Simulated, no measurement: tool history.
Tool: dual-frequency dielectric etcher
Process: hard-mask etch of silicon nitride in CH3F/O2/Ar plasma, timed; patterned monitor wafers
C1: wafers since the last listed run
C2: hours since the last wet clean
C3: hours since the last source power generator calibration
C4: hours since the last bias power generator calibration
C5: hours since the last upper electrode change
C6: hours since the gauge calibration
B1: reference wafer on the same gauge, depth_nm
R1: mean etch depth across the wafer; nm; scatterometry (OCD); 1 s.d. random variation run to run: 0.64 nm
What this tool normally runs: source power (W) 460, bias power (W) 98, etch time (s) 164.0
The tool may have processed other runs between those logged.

{"run": 1, "hour": 0.0, "source power (W)": 380, "bias power (W)": 110, "etch time (s)": 164.0, "C1": 0, "C2": 121.8, "C3": 1561.2, "C4": 103.1, "C5": 1048.1, "C6": 3476.2, "B1": 164.1, "R1": 147.0}
{"run": 2, "hour": 74.4, "source power (W)": 380, "bias power (W)": 110, "etch time (s)": 164.0, "C1": 661, "C2": 196.2, "C3": 1635.6, "C4": 177.5, "C5": 1122.5, "C6": 3550.6, "B1": 163.9, "R1": 146.4}
{"run": 3, "hour": 136.2, "source power (W)": 380, "bias power (W)": 110, "etch time (s)": 164.0, "C1": 549, "C2": 258.0, "C3": 1697.4, "C4": 239.3, "C5": 1184.3, "C6": 3612.4, "B1": 164.0, "R1": 147.6}
{"hour": 166.1, "done": "gauge calibrated"}
{"run": 4, "hour": 215.0, "source power (W)": 460, "bias power (W)": 98, "etch time (s)": 164.0, "C1": 700, "C2": 336.8, "C3": 1776.2, "C4": 318.1, "C5": 1263.1, "C6": 48.9, "B1": 163.9, "R1": 151.2}
{"run": 5, "hour": 309.5, "source power (W)": 460, "bias power (W)": 87, "etch time (s)": 164.0, "C1": 840, "C2": 431.3, "C3": 1870.7, "C4": 412.6, "C5": 1357.6, "C6": 143.4, "B1": 164.1, "R1": 142.5}
{"run": 6, "hour": 364.3, "source power (W)": 380, "bias power (W)": 87, "etch time (s)": 195.5, "C1": 487, "C2": 486.1, "C3": 1925.5, "C4": 467.4, "C5": 1412.4, "C6": 198.2, "B1": 163.9, "R1": 159.2}
{"run": 7, "hour": 456.4, "source power (W)": 430, "bias power (W)": 87, "etch time (s)": 199.5, "C1": 819, "C2": 578.2, "C3": 2017.6, "C4": 559.5, "C5": 1504.5, "C6": 290.3, "B1": 164.1, "R1": 168.5}
{"run": 8, "hour": 495.4, "source power (W)": 460, "bias power (W)": 98, "etch time (s)": 164.0, "C1": 346, "C2": 617.2, "C3": 2056.6, "C4": 598.5, "C5": 1543.5, "C6": 329.3, "B1": 164.0, "R1": 151.3}
{"hour": 591.8, "done": "wet clean of the chamber"}
{"run": 9, "hour": 626.7, "source power (W)": 370, "bias power (W)": 112, "etch time (s)": 164.0, "C1": 954, "C2": 34.9, "C3": 2187.9, "C4": 729.8, "C5": 1674.8, "C6": 460.6, "B1": 164.1, "R1": 144.9}
{"run": 10, "hour": 680.9, "source power (W)": 460, "bias power (W)": 98, "etch time (s)": 164.0, "C1": 481, "C2": 89.1, "C3": 2242.1, "C4": 784.0, "C5": 1729.0, "C6": 514.8, "B1": 164.2, "R1": 150.3}
{"run": 11, "hour": 772.9, "source power (W)": 560, "bias power (W)": 115, "etch time (s)": 209.0, "C1": 818, "C2": 181.1, "C3": 2334.1, "C4": 876.0, "C5": 1821.0, "C6": 606.8, "B1": 164.1, "R1": 221.4}
{"run": 12, "hour": 834.3, "source power (W)": 460, "bias power (W)": 98, "etch time (s)": 199.0, "C1": 546, "C2": 242.5, "C3": 2395.5, "C4": 937.4, "C5": 1882.4, "C6": 668.2, "B1": 164.1, "R1": 181.9}
{"run": 13, "hour": 899.5, "source power (W)": 560, "bias power (W)": 107, "etch time (s)": 213.0, "C1": 579, "C2": 307.7, "C3": 2460.7, "C4": 1002.6, "C5": 1947.6, "C6": 733.4, "B1": 164.1, "R1": 219.9}
{"hour": 1024.3, "done": "upper electrode replaced"}
{"hour": 1154.4, "done": "source power generator calibrated"}
{"run": 14, "hour": 1190.8, "source power (W)": 360, "bias power (W)": 98, "etch time (s)": 180.0, "C1": 2341, "C2": 599.0, "C3": 36.4, "C4": 1293.9, "C5": 166.5, "C6": 1024.7, "B1": 164.0, "R1": 146.9}
{"run": 15, "hour": 1263.8, "source power (W)": 430, "bias power (W)": 107, "etch time (s)": 164.0, "C1": 649, "C2": 672.0, "C3": 109.4, "C4": 1366.9, "C5": 239.5, "C6": 1097.7, "B1": 164.0, "R1": 149.4}
{"hour": 1437.1, "done": "wet clean of the chamber"}
{"run": 16, "hour": 1437.6, "source power (W)": 460, "bias power (W)": 98, "etch time (s)": 164.0, "C1": 1332, "C2": 0.5, "C3": 283.2, "C4": 1540.7, "C5": 413.3, "C6": 1271.5, "B1": 164.0, "R1": 147.6}
{"run": 17, "hour": 1513.5, "source power (W)": 360, "bias power (W)": 118, "etch time (s)": 181.0, "C1": 674, "C2": 76.4, "C3": 359.1, "C4": 1616.6, "C5": 489.2, "C6": 1347.4, "B1": 163.8, "R1": 160.3}
{"run": 18, "hour": 1652.1, "source power (W)": 460, "bias power (W)": 98, "etch time (s)": 164.0, "C1": 1232, "C2": 215.0, "C3": 497.7, "C4": 1755.2, "C5": 627.8, "C6": 1486.0, "B1": 164.0, "R1": 147.4}
{"run": 19, "hour": 1749.0, "source power (W)": 390, "bias power (W)": 112, "etch time (s)": 138.0, "C1": 861, "C2": 311.9, "C3": 594.6, "C4": 1852.1, "C5": 724.7, "C6": 1582.9, "B1": 164.0, "R1": 123.1}
{"run": 20, "hour": 1794.5, "source power (W)": 560, "bias power (W)": 79, "etch time (s)": 128.5, "C1": 404, "C2": 357.4, "C3": 640.1, "C4": 1897.6, "C5": 770.2, "C6": 1628.4, "B1": 164.0, "R1": 115.1}
{"run": 21, "hour": 1895.0, "source power (W)": 460, "bias power (W)": 80, "etch time (s)": 164.0, "C1": 893, "C2": 457.9, "C3": 740.6, "C4": 1998.1, "C5": 870.7, "C6": 1728.9, "B1": 163.9, "R1": 134.7}
{"run": 22, "hour": 1993.7, "source power (W)": 460, "bias power (W)": 86, "etch time (s)": 164.0, "C1": 877, "C2": 556.6, "C3": 839.3, "C4": 2096.8, "C5": 969.4, "C6": 1827.6, "B1": 164.0, "R1": 140.0}
{"run": 23, "hour": 2097.7, "source power (W)": 460, "bias power (W)": 98, "etch time (s)": 164.0, "C1": 924, "C2": 660.6, "C3": 943.3, "C4": 2200.8, "C5": 1073.4, "C6": 1931.6, "B1": 164.1, "R1": 147.9}
{"run": 24, "hour": 2149.5, "source power (W)": 460, "bias power (W)": 98, "etch time (s)": 194.5, "C1": 460, "C2": 712.4, "C3": 995.1, "C4": 2252.6, "C5": 1125.2, "C6": 1983.4, "B1": 164.0, "R1": 174.1}
{"hour": 2167.9, "done": "bias power generator calibrated"}
{"hour": 2241.8, "done": "wet clean of the chamber"}
{"run": 25, "hour": 2254.7, "source power (W)": 410, "bias power (W)": 82, "etch time (s)": 210.5, "C1": 686, "C2": 12.9, "C3": 1100.3, "C4": 86.8, "C5": 1230.4, "C6": 2088.6, "B1": 164.0, "R1": 171.7}
{"run": 26, "hour": 2547.2, "source power (W)": 500, "bias power (W)": 98, "etch time (s)": 164.0, "C1": 2601, "C2": 305.4, "C3": 1392.8, "C4": 379.3, "C5": 1522.9, "C6": 2381.1, "B1": 164.0, "R1": 156.0}
{"run": 27, "hour": 2614.3, "source power (W)": 460, "bias power (W)": 98, "etch time (s)": 164.0, "C1": 596, "C2": 372.5, "C3": 1459.9, "C4": 446.4, "C5": 1590.0, "C6": 2448.2, "B1": 163.9, "R1": 150.4}
{"run": 28, "hour": 2658.5, "source power (W)": 460, "bias power (W)": 98, "etch time (s)": 164.0, "C1": 393, "C2": 416.7, "C3": 1504.1, "C4": 490.6, "C5": 1634.2, "C6": 2492.4, "B1": 163.9, "R1": 149.7}

Per-run results on a tool with no hidden state, each run keeping its own random variation:
Hidden conditions of the tool in this case: etch rate over this chamber's usual, %; source power that arrives over what is set, %; bias power that arrives over what is set, %; gauge reads high (%).
run=1 R1=145.5
run=2 R1=144.9
run=3 R1=146.1
run=4 R1=149.6
run=5 R1=141.0
run=6 R1=157.5
run=7 R1=166.9
run=8 R1=149.8
run=9 R1=143.6
run=10 R1=148.9
run=11 R1=219.4
run=12 R1=180.3
run=13 R1=218.0
run=14 R1=148.2
run=15 R1=150.7
run=16 R1=148.9
run=17 R1=161.9
run=18 R1=148.8
run=19 R1=124.4
run=20 R1=116.1
run=21 R1=135.9
run=22 R1=141.3
run=23 R1=149.4
run=24 R1=175.9
run=25 R1=169.7
run=26 R1=154.3
run=27 R1=148.8
run=28 R1=148.1

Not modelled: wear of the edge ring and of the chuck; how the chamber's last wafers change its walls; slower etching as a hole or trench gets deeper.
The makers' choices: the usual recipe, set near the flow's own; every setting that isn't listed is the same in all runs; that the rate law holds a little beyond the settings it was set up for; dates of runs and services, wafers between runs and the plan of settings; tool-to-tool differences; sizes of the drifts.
